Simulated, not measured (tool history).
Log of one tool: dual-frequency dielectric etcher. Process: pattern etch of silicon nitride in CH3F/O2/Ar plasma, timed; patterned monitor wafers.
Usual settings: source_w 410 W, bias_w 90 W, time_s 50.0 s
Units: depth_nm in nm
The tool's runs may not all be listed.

run	hour	source_w	bias_w	time_s	read-back reference wafer on the same gauge, depth_nm	depth_nm
1	0.0	410	90	50.0	42.15	35.01
2	46.0	350	90	50.0	42.08	32.63
3	98.9	350	90	50.0	42.20	32.50
4	137.4	410	90	50.0	42.26	35.13
# hour 173.7: wet clean of the chamber
5	174.2	410	90	50.0	42.17	35.98
6	195.4	410	90	50.0	42.11	35.97
7	246.7	410	90	50.0	42.25	35.81
8	275.3	410	90	50.0	42.18	35.70
9	342.7	410	90	50.0	42.14	35.67
10	409.8	410	90	50.0	42.21	35.86
# hour 494.4: upper electrode replaced
# hour 521.4: gauge calibrated
11	587.1	410	90	50.0	42.18	34.95
12	624.0	410	90	50.0	42.16	35.43
# hour 628.4: source power generator calibrated
13	662.3	410	90	50.0	42.33	34.81
# hour 723.4: wet clean of the chamber
14	723.9	470	75	61.0	42.24	43.71
15	754.6	410	79	50.0	42.15	33.96
16	809.4	410	103	38.5	42.16	28.76
# hour 854.3: bias power generator calibrated
17	889.4	410	90	50.0	42.10	35.38
18	929.4	450	69	35.0	42.18	23.33
19	977.5	410	102	43.0	42.18	31.91
20	1007.9	410	90	50.0	42.30	34.90
21	1075.8	500	90	42.5	42.19	32.45
# hour 1128.4: gauge calibrated
22	1180.2	320	73	41.0	42.20	23.42
# hour 1232.9: wet clean of the chamber
23	1233.4	480	103	64.0	42.27	52.27
24	1245.2	410	90	50.0	42.20	35.81
25	1314.5	410	90	50.0	42.21	35.83
26	1347.4	480	82	61.0	42.22	45.43
27	1416.7	360	90	62.0	42.23	41.84

4 ways to go on from here, each from the tool as it stands after run 27. What would each give?
A	1417.1	410	90	50.0	?	?
B	1417.1	450	84	44.0	?	?
C	1417.1	450	104	50.0	?	?
D	1417.1	450	90	50.0	?	?

run	read-back reference wafer on the same gauge, depth_nm	depth_nm
A	42.20	35.66
B	42.20	31.89
C	42.20	39.28
D	42.20	37.18
Without the tool's hidden state the same runs would have given:
run	depth_nm
A	35.96
B	32.16
C	39.61
D	37.50
